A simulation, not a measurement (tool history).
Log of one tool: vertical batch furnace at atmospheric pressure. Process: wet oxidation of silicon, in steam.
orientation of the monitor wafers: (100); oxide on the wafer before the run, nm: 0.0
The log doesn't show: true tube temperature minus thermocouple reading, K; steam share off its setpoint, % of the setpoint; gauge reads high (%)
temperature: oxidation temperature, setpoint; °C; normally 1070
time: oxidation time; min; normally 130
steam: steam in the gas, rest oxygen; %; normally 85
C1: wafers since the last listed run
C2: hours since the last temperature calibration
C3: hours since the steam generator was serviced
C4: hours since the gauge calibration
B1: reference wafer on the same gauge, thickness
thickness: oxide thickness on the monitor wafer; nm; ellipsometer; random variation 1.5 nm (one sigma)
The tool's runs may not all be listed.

{"run": 1, "hour": 0.0, "temperature": 1070, "time": 150.5, "steam": 85, "C1": 0, "C2": 2157.8, "C3": 573, "C4": 191.6, "B1": 745.15, "thickness": 972.41}
{"run": 2, "hour": 106.8, "temperature": 1070, "time": 150.5, "steam": 85, "C1": 958, "C2": 2264.6, "C3": 679.8, "C4": 298.4, "B1": 745.13, "thickness": 970.44}
{"run": 3, "hour": 162.0, "temperature": 1070, "time": 150.5, "steam": 85, "C1": 495, "C2": 2319.8, "C3": 735, "C4": 353.6, "B1": 744.57, "thickness": 971.73}
{"run": 4, "hour": 213.9, "temperature": 1081, "time": 113, "steam": 85, "C1": 465, "C2": 2371.7, "C3": 786.9, "C4": 405.5, "B1": 744.8, "thickness": 862.34}
{"run": 5, "hour": 313.1, "temperature": 1081, "time": 113, "steam": 85, "C1": 890, "C2": 2470.9, "C3": 886.1, "C4": 504.7, "B1": 745.43, "thickness": 863.54}
{"run": 6, "hour": 349.8, "temperature": 1081, "time": 113, "steam": 85, "C1": 329, "C2": 2507.6, "C3": 922.8, "C4": 541.4, "B1": 745.32, "thickness": 864.31}
{"run": 7, "hour": 432.4, "temperature": 1070, "time": 130, "steam": 85, "C1": 741, "C2": 2590.2, "C3": 1005.4, "C4": 624, "B1": 744.8, "thickness": 896.03}
{"run": 8, "hour": 531.5, "temperature": 1070, "time": 130, "steam": 85, "C1": 889, "C2": 2689.3, "C3": 1104.5, "C4": 723.1, "B1": 745.12, "thickness": 895.62}
{"run": 9, "hour": 603.4, "temperature": 1070, "time": 130, "steam": 85, "C1": 645, "C2": 2761.2, "C3": 1176.4, "C4": 795, "B1": 745.24, "thickness": 893.89}
{"run": 10, "hour": 645.6, "temperature": 1070, "time": 130, "steam": 78, "C1": 378, "C2": 2803.4, "C3": 1218.6, "C4": 837.2, "B1": 744.74, "thickness": 854.29}
{"run": 11, "hour": 684.3, "temperature": 1070, "time": 130, "steam": 85, "C1": 347, "C2": 2842.1, "C3": 1257.3, "C4": 875.9, "B1": 745.33, "thickness": 894.89}
{"run": 12, "hour": 723.9, "temperature": 1070, "time": 130, "steam": 85, "C1": 355, "C2": 2881.7, "C3": 1296.9, "C4": 915.5, "B1": 745.28, "thickness": 897.12}
{"hour": 766.1, "done": "steam generator serviced"}
{"run": 13, "hour": 770.7, "temperature": 1093, "time": 160.5, "steam": 78, "C1": 204, "C2": 2928.5, "C3": 4.6, "C4": 962.3, "B1": 745.4, "thickness": 1057.05}
{"run": 14, "hour": 813.5, "temperature": 1070, "time": 130, "steam": 85, "C1": 384, "C2": 2971.3, "C3": 47.4, "C4": 1005.1, "B1": 745.22, "thickness": 908.81}
{"run": 15, "hour": 871.4, "temperature": 1070, "time": 150.5, "steam": 85, "C1": 519, "C2": 3029.2, "C3": 105.3, "C4": 1063, "B1": 744.88, "thickness": 979.54}
{"hour": 938.5, "done": "thermocouples replaced and temperature profile calibrated"}
{"run": 16, "hour": 939.0, "temperature": 1082, "time": 94, "steam": 85, "C1": 391, "C2": 0.5, "C3": 172.9, "C4": 1130.6, "B1": 745.19, "thickness": 779.38}
{"run": 17, "hour": 981.6, "temperature": 1070, "time": 162.5, "steam": 81, "C1": 382, "C2": 43.1, "C3": 215.5, "C4": 1173.2, "B1": 744.77, "thickness": 981.75}
{"run": 18, "hour": 1076.5, "temperature": 1080, "time": 171, "steam": 91, "C1": 851, "C2": 138, "C3": 310.4, "C4": 1268.1, "B1": 744.51, "thickness": 1111.15}
{"run": 19, "hour": 1161.4, "temperature": 1070, "time": 130, "steam": 95, "C1": 762, "C2": 222.9, "C3": 395.3, "C4": 1353, "B1": 745.31, "thickness": 943.62}
{"hour": 1196.0, "done": "gauge calibrated"}
{"run": 20, "hour": 1232.8, "temperature": 1070, "time": 130, "steam": 85, "C1": 640, "C2": 294.3, "C3": 466.7, "C4": 36.8, "B1": 745.08, "thickness": 888.61}
{"run": 21, "hour": 1276.3, "temperature": 1059, "time": 87, "steam": 85, "C1": 390, "C2": 337.8, "C3": 510.2, "C4": 80.3, "B1": 744.81, "thickness": 671.94}
{"run": 22, "hour": 1344.4, "temperature": 1070, "time": 69, "steam": 96, "C1": 611, "C2": 405.9, "C3": 578.3, "C4": 148.4, "B1": 745.12, "thickness": 664.26}

What does the tool deliver on the next run?
{"run": 23, "hour": 1443.6, "temperature": 1070, "time": 170.5, "steam": 85, "C1": 890, "C2": 505.1, "C3": 677.5, "C4": 247.6, "B1": "?", "thickness": "?"}

{"run 23": {"B1": 744.93, "thickness": 1030.86}}
Had the tool carried no hidden state, the very same run would have given thickness 1038.07 nm.
